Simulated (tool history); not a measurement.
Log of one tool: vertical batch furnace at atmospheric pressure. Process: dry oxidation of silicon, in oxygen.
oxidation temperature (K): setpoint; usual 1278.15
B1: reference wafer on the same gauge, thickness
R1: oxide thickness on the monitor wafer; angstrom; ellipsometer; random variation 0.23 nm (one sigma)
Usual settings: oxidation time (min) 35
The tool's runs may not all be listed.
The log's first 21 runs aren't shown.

{"run": 22, "day": 73.429, "oxidation temperature (K)": 1278.15, "oxidation time (min)": 27, "B1": 37.32, "R1": 353.4}
{"run": 23, "day": 75.025, "oxidation temperature (K)": 1278.15, "oxidation time (min)": 35, "B1": 37.27, "R1": 407.2}
{"run": 24, "day": 79.275, "oxidation temperature (K)": 1278.15, "oxidation time (min)": 35, "B1": 37.27, "R1": 406.2}
{"run": 25, "day": 81.567, "oxidation temperature (K)": 1260.15, "oxidation time (min)": 41.5, "B1": 37.33, "R1": 380.4}
{"run": 26, "day": 85.721, "oxidation temperature (K)": 1278.15, "oxidation time (min)": 42.5, "B1": 37.27, "R1": 449.4}
{"run": 27, "day": 87.662, "oxidation temperature (K)": 1278.15, "oxidation time (min)": 35, "B1": 37.34, "R1": 406.9}
{"run": 28, "day": 96.688, "oxidation temperature (K)": 1278.15, "oxidation time (min)": 27, "B1": 37.28, "R1": 352.8}
{"run": 29, "day": 99.917, "oxidation temperature (K)": 1278.15, "oxidation time (min)": 46, "B1": 37.25, "R1": 467.8}
{"run": 30, "day": 101.896, "oxidation temperature (K)": 1278.15, "oxidation time (min)": 47, "B1": 37.31, "R1": 477.4}

3 ways to go on from here, each from the tool as it stands after run 30. What would each give?
{"run": "A", "day": 102.117, "oxidation temperature (K)": 1278.15, "oxidation time (min)": 35, "B1": "?", "R1": "?"}
{"run": "B", "day": 102.117, "oxidation temperature (K)": 1290.15, "oxidation time (min)": 20, "B1": "?", "R1": "?"}
{"run": "C", "day": 102.117, "oxidation temperature (K)": 1278.15, "oxidation time (min)": 44, "B1": "?", "R1": "?"}

run=A B1=37.35 R1=402.2
run=B B1=37.35 R1=332.9
run=C B1=37.35 R1=457.3
Without the tool's hidden state the same runs would have given:
run=A R1=392.3
run=B R1=325.5
run=C R1=445.7
